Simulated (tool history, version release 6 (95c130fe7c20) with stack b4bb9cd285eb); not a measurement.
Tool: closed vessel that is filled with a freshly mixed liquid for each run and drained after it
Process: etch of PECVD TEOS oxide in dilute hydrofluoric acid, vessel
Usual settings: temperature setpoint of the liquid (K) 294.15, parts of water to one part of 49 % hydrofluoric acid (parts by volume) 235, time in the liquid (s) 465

run    hour  temperature setpoint of the liquid (K)  parts of water to one part of 49 % hydrofluoric acid (parts by volume)  time in the liquid (s)  wafers since the last listed run  hours since the thermometer was replaced  hours since the hydrofluoric acid flow meter was replaced  hours since the gauge calibration  read-back film thickness of the PECVD TEOS oxide reference wafer, read on the same gauge (nm)  thickness taken off the PECVD TEOS oxide on a monitor wafer (angstrom)
  1       0                                  294.15                                                                     235                     465                                 0                                        61                                                      843.7                              340.3                                                                                          49.98                                                                   132.7
  2    73.9                                  294.15                                                                     235                     465                              4311                                     134.9                                                      917.6                              414.2                                                                                          50.01                                                                   133.7
  3     149                                  294.15                                                                     235                     465                              4381                                       210                                                      992.7                              489.3                                                                                          50.01                                                                   135.2
  4   216.2                                  294.15                                                                     235                     465                              3920                                     277.2                                                     1059.9                              556.5                                                                                          49.98                                                                   134.3
  5   290.2                                  294.15                                                                     235                     465                              4317                                     351.2                                                     1133.9                              630.5                                                                                             50                                                                   135.1
  6   375.5                                  294.15                                                                     235                     465                              4976                                     436.5                                                     1219.2                              715.8                                                                                          50.01                                                                   135.3
  7   447.6                                  294.15                                                                     235                     465                              4206                                     508.6                                                     1291.3                              787.9                                                                                          50.01                                                                   136.9
      450.1  -- hydrofluoric acid flow meter replaced
  8   521.4                                  294.15                                                                     235                     465                              4247                                     582.4                                                       71.3                              861.7                                                                                          50.03                                                                   137.6
      524.5  -- gauge calibrated
        555  -- thermometer replaced
  9   573.6                                  294.15                                                                     235                     465                              2987                                      18.6                                                      123.5                               49.1                                                                                             50                                                                   132.5
 10   638.2                                  294.15                                                                     190                     465                              3768                                      83.2                                                      188.1                              113.7                                                                                          49.99                                                                   172.2
 11   679.2                                  298.65                                                                     285                     205                              2392                                     124.2                                                      229.1                              154.7                                                                                          50.02                                                                    54.2
 12   727.9                                  294.15                                                                     235                     465                              2841                                     172.9                                                      277.8                              203.4                                                                                          50.02                                                                   134.2
 13     816                                  294.15                                                                     235                     465                              5139                                       261                                                      365.9                              291.5                                                                                             50                                                                   135.2
 14   892.4                                  297.65                                                                     180                     225                              4457                                     337.4                                                      442.3                              367.9                                                                                             50                                                                   103.6
 15   977.3                                  290.15                                                                     350                     360                              4953                                     422.3                                                      527.2                              452.8                                                                                          49.99                                                                    55.5
 16  1051.9                                  291.65                                                                     320                     600                              4352                                     496.9                                                      601.8                              527.4                                                                                          49.99                                                                   109.5
 17  1155.7                                  298.65                                                                     235                     220                              6055                                     600.7                                                      705.6                              631.2                                                                                          50.04                                                                    76.9
 18  1215.3                                  294.15                                                                     235                     595                              3477                                     660.3                                                      765.2                              690.8                                                                                          50.02                                                                     177
 19  1293.2                                  298.65                                                                     290                     465                              4544                                     738.2                                                      843.1                              768.7                                                                                             50                                                                   125.5

How the hidden state differs across the entries between the runs, from the last listed run before each to the first after it:
Between runs 7 and 8: hydrofluoric acid flow meter replaced (hour 450.1)
  liquid hotter than its thermometer reads (K): 1.01 -> 1.14
  measured less the result without the state, thickness taken off the PECVD TEOS oxide on a monitor wafer (angstrom): +5 -> +5.7
Between runs 8 and 9: gauge calibrated (hour 524.5); thermometer replaced (hour 555)
  liquid hotter than its thermometer reads (K): 1.14 -> 0.191
  measured less the result without the state, thickness taken off the PECVD TEOS oxide on a monitor wafer (angstrom): +5.7 -> +0.9
